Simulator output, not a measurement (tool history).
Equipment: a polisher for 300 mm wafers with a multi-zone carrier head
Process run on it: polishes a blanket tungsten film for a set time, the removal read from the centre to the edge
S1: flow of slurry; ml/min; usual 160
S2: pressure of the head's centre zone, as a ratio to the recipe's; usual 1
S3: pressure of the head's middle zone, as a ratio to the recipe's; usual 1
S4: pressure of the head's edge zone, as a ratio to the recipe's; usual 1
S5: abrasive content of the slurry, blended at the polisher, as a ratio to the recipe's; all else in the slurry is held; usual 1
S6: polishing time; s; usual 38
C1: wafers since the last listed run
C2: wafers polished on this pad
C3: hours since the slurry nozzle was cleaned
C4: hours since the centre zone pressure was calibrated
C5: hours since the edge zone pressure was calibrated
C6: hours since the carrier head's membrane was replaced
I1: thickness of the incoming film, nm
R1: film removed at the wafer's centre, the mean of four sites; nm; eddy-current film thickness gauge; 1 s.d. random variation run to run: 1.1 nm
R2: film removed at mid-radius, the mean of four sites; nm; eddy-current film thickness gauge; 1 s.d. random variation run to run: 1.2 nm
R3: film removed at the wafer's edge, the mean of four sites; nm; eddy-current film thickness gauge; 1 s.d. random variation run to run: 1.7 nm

{"run": 1, "hour": 0.0, "S1": 160, "S2": 1, "S3": 1, "S4": 1, "S5": 1, "S6": 38, "C1": 0, "C2": 232, "C3": 173.4, "C4": 458, "C5": 607.6, "C6": 968.6, "I1": 804.4, "R1": 123, "R2": 123.8, "R3": 117.9}
{"hour": 16.5, "done": "carrier head's membrane replaced by a new one"}
{"run": 2, "hour": 18.0, "S1": 160, "S2": 1, "S3": 1, "S4": 1, "S5": 1, "S6": 38, "C1": 128, "C2": 360, "C3": 191.4, "C4": 476, "C5": 625.6, "C6": 1.5, "I1": 804.4, "R1": 122.1, "R2": 122.2, "R3": 123.8}
{"hour": 34.0, "done": "slurry nozzle cleaned"}
{"run": 3, "hour": 49.3, "S1": 160, "S2": 0.93, "S3": 1, "S4": 1.11, "S5": 1, "S6": 38, "C1": 298, "C2": 658, "C3": 15.3, "C4": 507.3, "C5": 656.9, "C6": 32.8, "I1": 804.3, "R1": 116.4, "R2": 124.3, "R3": 130}
{"run": 4, "hour": 77.8, "S1": 130, "S2": 1, "S3": 0.88, "S4": 1, "S5": 1, "S6": 38, "C1": 280, "C2": 939, "C3": 43.8, "C4": 535.8, "C5": 685.4, "C6": 61.3, "I1": 787.1, "R1": 115.5, "R2": 104.9, "R3": 116.3}
{"hour": 92.0, "done": "centre zone pressure recalibrated"}
{"run": 5, "hour": 110.6, "S1": 160, "S2": 1, "S3": 1, "S4": 1, "S5": 1, "S6": 38, "C1": 303, "C2": 1242, "C3": 76.6, "C4": 18.6, "C5": 718.2, "C6": 94.1, "I1": 796.4, "R1": 119.3, "R2": 124.2, "R3": 123.4}
{"run": 6, "hour": 130.1, "S1": 160, "S2": 1, "S3": 1.09, "S4": 1, "S5": 1, "S6": 38, "C1": 192, "C2": 1434, "C3": 96.1, "C4": 38.1, "C5": 737.7, "C6": 113.6, "I1": 804, "R1": 121.2, "R2": 134.1, "R3": 120.2}
{"hour": 156.0, "done": "worn pad replaced by a new one"}
{"run": 7, "hour": 156.5, "S1": 205, "S2": 0.92, "S3": 1.12, "S4": 1, "S5": 1, "S6": 38, "C1": 220, "C2": 4, "C3": 122.5, "C4": 64.5, "C5": 764.1, "C6": 140, "I1": 804.6, "R1": 121.3, "R2": 140.1, "R3": 127.8}
{"hour": 165.5, "done": "edge zone pressure recalibrated"}
{"run": 8, "hour": 173.5, "S1": 160, "S2": 1.04, "S3": 1, "S4": 1, "S5": 1.15, "S6": 38, "C1": 147, "C2": 152, "C3": 139.5, "C4": 81.5, "C5": 8, "C6": 157, "I1": 803.4, "R1": 125.9, "R2": 125.9, "R3": 124.1}
{"run": 9, "hour": 203.0, "S1": 125, "S2": 1.08, "S3": 1.06, "S4": 0.89, "S5": 1, "S6": 38, "C1": 290, "C2": 442, "C3": 169, "C4": 111, "C5": 37.5, "C6": 186.5, "I1": 811.2, "R1": 121.1, "R2": 122.4, "R3": 111.2}
{"run": 10, "hour": 217.0, "S1": 160, "S2": 1, "S3": 1, "S4": 1, "S5": 1, "S6": 31, "C1": 137, "C2": 580, "C3": 183, "C4": 125, "C5": 51.5, "C6": 200.5, "I1": 798.8, "R1": 99.1, "R2": 100.8, "R3": 101.7}
{"hour": 241.5, "done": "slurry nozzle cleaned"}
{"run": 11, "hour": 247.0, "S1": 160, "S2": 1, "S3": 1, "S4": 1, "S5": 1, "S6": 38, "C1": 285, "C2": 866, "C3": 5.5, "C4": 155, "C5": 81.5, "C6": 230.5, "I1": 807.5, "R1": 121.5, "R2": 125.1, "R3": 122.7}
{"run": 12, "hour": 265.2, "S1": 160, "S2": 1.05, "S3": 0.93, "S4": 1.09, "S5": 1, "S6": 38, "C1": 179, "C2": 1045, "C3": 23.7, "C4": 173.2, "C5": 99.7, "C6": 248.7, "I1": 795.5, "R1": 125.2, "R2": 116.2, "R3": 128.9}
{"run": 13, "hour": 296.0, "S1": 160, "S2": 0.94, "S3": 1, "S4": 1.04, "S5": 1, "S6": 38, "C1": 303, "C2": 1349, "C3": 54.5, "C4": 204, "C5": 130.5, "C6": 279.5, "I1": 802, "R1": 117.5, "R2": 123.6, "R3": 123}
{"hour": 306.0, "done": "worn pad replaced by a new one"}
{"run": 14, "hour": 330.3, "S1": 115, "S2": 0.9, "S3": 1, "S4": 0.9, "S5": 1, "S6": 31, "C1": 298, "C2": 239, "C3": 88.8, "C4": 238.3, "C5": 164.8, "C6": 313.8, "I1": 790, "R1": 83.7, "R2": 92.6, "R3": 89.4}
{"run": 15, "hour": 364.2, "S1": 160, "S2": 1, "S3": 1, "S4": 1, "S5": 1, "S6": 38, "C1": 333, "C2": 573, "C3": 122.7, "C4": 272.2, "C5": 198.7, "C6": 347.7, "I1": 798, "R1": 121.8, "R2": 124.1, "R3": 122.3}
{"run": 16, "hour": 385.1, "S1": 145, "S2": 1, "S3": 1, "S4": 1, "S5": 0.7, "S6": 38, "C1": 205, "C2": 779, "C3": 143.6, "C4": 293.1, "C5": 219.6, "C6": 368.6, "I1": 807.1, "R1": 113.4, "R2": 116.6, "R3": 115.4}
{"run": 17, "hour": 414.0, "S1": 210, "S2": 1.08, "S3": 0.92, "S4": 1, "S5": 1, "S6": 38, "C1": 284, "C2": 1063, "C3": 172.5, "C4": 322, "C5": 248.5, "C6": 397.5, "I1": 802.5, "R1": 135.5, "R2": 121.5, "R3": 125.6}
{"run": 18, "hour": 434.3, "S1": 145, "S2": 1.06, "S3": 1, "S4": 1.1, "S5": 1, "S6": 38, "C1": 199, "C2": 1263, "C3": 192.8, "C4": 342.3, "C5": 268.8, "C6": 417.8, "I1": 798.4, "R1": 124.9, "R2": 120.4, "R3": 126.6}
{"run": 19, "hour": 464.6, "S1": 190, "S2": 1, "S3": 0.89, "S4": 1, "S5": 1, "S6": 38, "C1": 298, "C2": 1562, "C3": 223.1, "C4": 372.6, "C5": 299.1, "C6": 448.1, "I1": 800.8, "R1": 125.9, "R2": 116.2, "R3": 125.6}
{"hour": 476.0, "done": "slurry nozzle cleaned"}
{"hour": 484.2, "done": "worn pad replaced by a new one"}
{"run": 20, "hour": 496.7, "S1": 160, "S2": 0.9, "S3": 1, "S4": 1, "S5": 1, "S6": 38, "C1": 266, "C2": 122, "C3": 20.7, "C4": 404.7, "C5": 331.2, "C6": 480.2, "I1": 805, "R1": 114.8, "R2": 125.4, "R3": 124.5}

Below are 5 alternative next runs, each starting from the tool's condition after run 20. Predict each:
{"run": "A", "hour": 497.1, "S1": 160, "S2": 1, "S3": 1, "S4": 1, "S5": 1, "S6": 38, "C1": 3, "C2": 126, "C3": 21.1, "C4": 405.1, "C5": 331.6, "C6": 480.6, "I1": 812.6, "R1": "?", "R2": "?", "R3": "?"}
{"run": "B", "hour": 497.1, "S1": 160, "S2": 1, "S3": 1, "S4": 1, "S5": 1, "S6": 30, "C1": 3, "C2": 126, "C3": 21.1, "C4": 405.1, "C5": 331.6, "C6": 480.6, "I1": 812.6, "R1": "?", "R2": "?", "R3": "?"}
{"run": "C", "hour": 497.1, "S1": 195, "S2": 1, "S3": 1, "S4": 1, "S5": 1, "S6": 38, "C1": 3, "C2": 126, "C3": 21.1, "C4": 405.1, "C5": 331.6, "C6": 480.6, "I1": 812.6, "R1": "?", "R2": "?", "R3": "?"}
{"run": "D", "hour": 497.1, "S1": 120, "S2": 0.97, "S3": 1, "S4": 1, "S5": 1, "S6": 38, "C1": 3, "C2": 126, "C3": 21.1, "C4": 405.1, "C5": 331.6, "C6": 480.6, "I1": 812.6, "R1": "?", "R2": "?", "R3": "?"}
{"run": "E", "hour": 497.1, "S1": 125, "S2": 1.08, "S3": 1, "S4": 0.9, "S5": 1, "S6": 38, "C1": 3, "C2": 126, "C3": 21.1, "C4": 405.1, "C5": 331.6, "C6": 480.6, "I1": 812.6, "R1": "?", "R2": "?", "R3": "?"}

run=A R1=122.3 R2=122.6 R3=121.5
run=B R1=96.5 R2=96.8 R3=95.9
run=C R1=127.2 R2=126.9 R3=124.7
run=D R1=111 R2=114.5 R3=115.8
run=E R1=120.8 R2=115.8 R3=111
Had the tool no hidden state, the same runs would have come out as:
run=A R1=122.3 R2=122.6 R3=121.5
run=B R1=96.5 R2=96.8 R3=95.9
run=C R1=127.2 R2=126.9 R3=124.7
run=D R1=111 R2=114.5 R3=115.8
run=E R1=120.8 R2=115.8 R3=111
